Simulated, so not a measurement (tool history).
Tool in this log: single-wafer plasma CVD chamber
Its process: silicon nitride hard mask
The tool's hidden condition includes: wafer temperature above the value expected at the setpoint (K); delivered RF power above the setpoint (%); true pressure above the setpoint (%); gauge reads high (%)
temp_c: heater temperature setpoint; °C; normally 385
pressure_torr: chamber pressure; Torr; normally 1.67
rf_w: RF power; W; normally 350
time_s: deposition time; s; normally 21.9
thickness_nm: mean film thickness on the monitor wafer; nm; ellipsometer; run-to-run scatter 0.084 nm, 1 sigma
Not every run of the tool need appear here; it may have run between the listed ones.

run   hour  temp_c  pressure_torr  rf_w  time_s  wafers since the last listed run  hours since the last thermocouple change  hours since the last RF generator calibration  hours since the last manometer calibration  hours since the showerhead was replaced  hours since the gauge calibration  read-back reference wafer on the same gauge, thickness_nm  thickness_nm
  1      0     385           1.67   350    21.9                                 0                                     921.2                                         1730.3                                      1068.8                                   6657.8                              103.4                                                     26.603        25.595
  2    7.1     385           1.67   350    21.9                               214                                     928.3                                         1737.4                                      1075.9                                   6664.9                              110.5                                                     26.628        25.486
  3   24.4     385           1.67   350    21.9                               522                                     945.6                                         1754.7                                      1093.2                                   6682.2                              127.8                                                     26.626        25.632
      42.5  -- RF generator calibrated
  4     43     385           1.67   350    21.9                               320                                     964.2                                            0.5                                      1111.8                                   6700.8                              146.4                                                     26.562        27.222
  5   50.1     385           1.67   350    21.9                               214                                     971.3                                            7.6                                      1118.9                                   6707.9                              153.5                                                     26.608         27.12
  6   56.9     385           1.67   350    21.9                               205                                     978.1                                           14.4                                      1125.7                                   6714.7                              160.3                                                     26.583        27.189
  7     68     385           1.67   350    21.9                               335                                     989.2                                           25.5                                      1136.8                                   6725.8                              171.4                                                     26.595        27.083
  8   79.5     385           1.67   350    21.9                               347                                    1000.7                                             37                                      1148.3                                   6737.3                              182.9                                                       26.6        27.194
  9   96.3     385           1.67   350    21.9                               507                                    1017.5                                           53.8                                      1165.1                                   6754.1                              199.7                                                     26.589        27.079
       113  -- showerhead replaced
 10  113.5     385           1.67   350    21.9                               277                                    1034.7                                             71                                      1182.3                                      0.5                              216.9                                                     26.593        27.054
 11  113.8     385           1.67   350    21.9                                 9                                      1035                                           71.3                                      1182.6                                      0.8                              217.2                                                     26.599        26.861
 12  119.6     391           1.41   350    24.6                               175                                    1040.8                                           77.1                                      1188.4                                      6.6                                223                                                     26.621        28.994
 13  126.3     385           1.67   350    21.9                               202                                    1047.5                                           83.8                                      1195.1                                     13.3                              229.7                                                     26.573        26.898
 14    139     385           1.67   350    24.1                               383                                    1060.2                                           96.5                                      1207.8                                       26                              242.4                                                     26.599        29.571
     149.3  -- thermocouple changed; heater temperature recalibrated
 15    156     381           2.06   370    20.3                               271                                       6.7                                          113.5                                      1224.8                                       43                              259.4                                                     26.596        27.534
 16  169.7     385           1.67   350    21.9                               413                                      20.4                                          127.2                                      1238.5                                     56.7                              273.1                                                     26.593        26.927
 17    178     396           1.67   350    23.5                               250                                      28.7                                          135.5                                      1246.8                                       65                              281.4                                                     26.581        28.698
 18  185.7     392           1.67   350    19.6                               232                                      36.4                                          143.2                                      1254.5                                     72.7                              289.1                                                     26.571        24.079
     195.6  -- capacitance manometer re-zeroed and calibrated
 19  196.9     377           1.55   405    21.9                                96                                      47.6                                          154.4                                         1.3                                     83.9                              300.3                                                     26.609        29.342
     201.6  -- gauge calibrated
 20  207.6     374           1.67   320    24.7                               323                                      58.3                                          165.1                                          12                                     94.6                                  6                                                     26.578        28.249
 21  222.1     385           1.67   380    21.9                               438                                      72.8                                          179.6                                        26.5                                    109.1                               20.5                                                     26.615        28.389
 22  232.9     393           2.01   350    18.6                               326                                      83.6                                          190.4                                        37.3                                    119.9                               31.3                                                     26.613         23.76
 23    242     385           1.67   350    21.9                               274                                      92.7                                          199.5                                        46.4                                      129                               40.4                                                     26.608        26.649
 24  254.3     373           1.33   350    21.9                               371                                       105                                          211.8                                        58.7                                    141.3                               52.7                                                     26.599        25.296
 25  266.8     385           1.67   350    21.9                               377                                     117.5                                          224.3                                        71.2                                    153.8                               65.2                                                     26.627        26.696
 26  282.6     380           1.96   350    21.9                               477                                     133.3                                          240.1                                          87                                    169.6                                 81                                                     26.554        27.704
 27  291.2     385           1.67   300    17.7                               259                                     141.9                                          248.7                                        95.6                                    178.2                               89.6                                                     26.604        19.028
 28  304.8     373           1.78   350    25.6                               410                                     155.5                                          262.3                                       109.2                                    191.8                              103.2                                                     26.552        31.584

5 options for the next run, each taken on its own from the tool as it stands now. Forecast them:
  A  305.2     385           1.67   350    21.9                                12                                     155.9                                          262.7                                       109.6                                    192.2                              103.6                                                          ?             ?
  B  305.2     385           1.96   350    17.9                                12                                     155.9                                          262.7                                       109.6                                    192.2                              103.6                                                          ?             ?
  C  305.2     385           1.98   405    19.6                                12                                     155.9                                          262.7                                       109.6                                    192.2                              103.6                                                          ?             ?
  D  305.2     378           1.52   350    25.5                                12                                     155.9                                          262.7                                       109.6                                    192.2                              103.6                                                          ?             ?
  E  305.2     377           1.33   325    19.9                                12                                     155.9                                          262.7                                       109.6                                    192.2                              103.6                                                          ?             ?

run  read-back reference wafer on the same gauge, thickness_nm  thickness_nm
  A                                                     26.611        26.724
  B                                                     26.611        22.729
  C                                                     26.611         27.76
  D                                                     26.611         30.46
  E                                                     26.611        21.706
Without the tool's hidden state the same runs would have given:
run  thickness_nm
  A        27.628
  B        23.498
  C        28.629
  D         31.49
  E        22.475

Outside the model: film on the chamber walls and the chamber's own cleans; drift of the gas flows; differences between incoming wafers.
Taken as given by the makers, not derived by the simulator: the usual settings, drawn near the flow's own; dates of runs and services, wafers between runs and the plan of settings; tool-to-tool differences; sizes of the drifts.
